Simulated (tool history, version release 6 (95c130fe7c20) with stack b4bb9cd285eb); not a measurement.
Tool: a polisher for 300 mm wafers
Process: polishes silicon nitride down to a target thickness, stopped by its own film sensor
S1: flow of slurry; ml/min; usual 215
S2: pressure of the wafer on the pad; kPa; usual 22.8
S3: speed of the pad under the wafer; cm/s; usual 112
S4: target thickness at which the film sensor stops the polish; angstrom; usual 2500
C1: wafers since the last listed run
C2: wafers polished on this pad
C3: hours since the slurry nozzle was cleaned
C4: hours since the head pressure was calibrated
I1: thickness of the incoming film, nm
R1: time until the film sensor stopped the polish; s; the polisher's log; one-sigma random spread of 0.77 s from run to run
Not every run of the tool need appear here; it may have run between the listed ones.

Run 1, hour 0.0: usual settings; C1 0; C2 861; C3 329.5; C4 815.6; I1 434.6. Result: R1 89.6 s.
Run 2, hour 13.8: usual settings; C1 159; C2 1020; C3 343.3; C4 829.4; I1 433.3. Result: R1 88.7 s.
At hour 26.0: worn pad replaced by a new one.
Run 3, hour 27.8: usual settings; C1 115; C2 20; C3 357.3; C4 843.4; I1 435.1. Result: R1 89.9 s.
Run 4, hour 34.7: usual settings; C1 79; C2 100; C3 364.2; C4 850.3; I1 433.7. Result: R1 90.0 s.
Run 5, hour 46.3: usual settings but S1 195 ml/min; C1 134; C2 234; C3 375.8; C4 861.9; I1 426.6. Result: R1 88.0 s.
Run 6, hour 52.8: usual settings but S1 195 ml/min; C1 75; C2 309; C3 382.3; C4 868.4; I1 434.3. Result: R1 90.2 s.
Run 7, hour 66.2: usual settings but S4 2100 angstrom; C1 154; C2 464; C3 395.7; C4 881.8; I1 429.7. Result: R1 106.5 s.
Run 8, hour 74.2: usual settings but S4 2100 angstrom; C1 92; C2 557; C3 403.7; C4 889.8; I1 432.0. Result: R1 109.0 s.
Run 9, hour 89.0: usual settings; C1 171; C2 728; C3 418.5; C4 904.6; I1 431.2. Result: R1 88.2 s.
Run 10, hour 100.4: usual settings; C1 131; C2 860; C3 429.9; C4 916.0; I1 434.5. Result: R1 90.1 s.
Run 11, hour 114.8: usual settings; C1 166; C2 1026; C3 444.3; C4 930.4; I1 425.2. Result: R1 85.3 s.
Run 12, hour 122.3: usual settings; C1 86; C2 1113; C3 451.8; C4 937.9; I1 424.1. Result: R1 85.7 s.
Run 13, hour 139.1: usual settings; C1 194; C2 1307; C3 468.6; C4 954.7; I1 427.8. Result: R1 87.2 s.
Run 14, hour 148.7: usual settings; C1 110; C2 1418; C3 478.2; C4 964.3; I1 426.3. Result: R1 85.4 s.
At hour 154.7: worn pad replaced by a new one.
Run 15, hour 161.9: usual settings; C1 106; C2 83; C3 491.4; C4 977.5; I1 429.6. Result: R1 88.5 s.
Run 16, hour 179.5: usual settings but S1 190 ml/min; C1 203; C2 286; C3 509.0; C4 995.1; I1 427.4. Result: R1 87.6 s.
Run 17, hour 190.5: usual settings but S3 76 cm/s; C1 127; C2 413; C3 520.0; C4 1006.1; I1 438.9. Result: R1 122.5 s.
Run 18, hour 198.3: usual settings but S4 2140 angstrom; C1 90; C2 503; C3 527.8; C4 1013.9; I1 429.6. Result: R1 106.0 s.
Run 19, hour 210.9: usual settings but S1 250 ml/min, S2 17.9 kPa, S3 142 cm/s, S4 1940 angstrom; C1 145; C2 649; C3 540.4; C4 1026.5; I1 426.2. Result: R1 120.4 s.
Run 20, hour 219.3: usual settings but S1 260 ml/min, S3 122 cm/s, S4 2130 angstrom; C1 97; C2 746; C3 548.8; C4 1034.9; I1 432.0. Result: R1 101.0 s.
At hour 252.5: worn pad replaced by a new one.
Run 21, hour 261.7: usual settings; C1 443; C2 106; C3 591.2; C4 1077.3; I1 434.7. Result: R1 92.1 s.
At hour 265.5: head pressure recalibrated.
Run 22, hour 270.3: usual settings; C1 76; C2 182; C3 599.8; C4 4.8; I1 421.9. Result: R1 85.3 s.
Run 23, hour 286.7: usual settings but S4 2760 angstrom; C1 189; C2 372; C3 616.2; C4 21.2; I1 427.1. Result: R1 75.2 s.
Run 24, hour 299.6: usual settings but S1 180 ml/min, S2 29.6 kPa, S3 96 cm/s, S4 2320 angstrom; C1 149; C2 521; C3 629.1; C4 34.1; I1 432.4. Result: R1 87.8 s.
Run 25, hour 311.3: usual settings but S2 15.2 kPa, S3 78 cm/s; C1 135; C2 656; C3 640.8; C4 45.8; I1 426.8. Result: R1 175.7 s.
Run 26, hour 328.8: usual settings but S3 98 cm/s; C1 202; C2 859; C3 658.3; C4 63.3; I1 427.9. Result: R1 98.0 s.
Run 27, hour 337.2: usual settings but S1 260 ml/min, S3 122 cm/s, S4 2130 angstrom; C1 97; C2 956; C3 666.7; C4 71.7; I1 426.8. Result: R1 99.2 s.

Predict the results of run 28:
Run 28, hour 343.3: usual settings but S4 2820 angstrom; C1 70; C2 1026; C3 672.8; C4 77.8; I1 426.0. Result: R1 ?.

{"run 28": {"R1": 72.1}}
With no hidden state in the tool, this same run would have given R1 69.0 s.
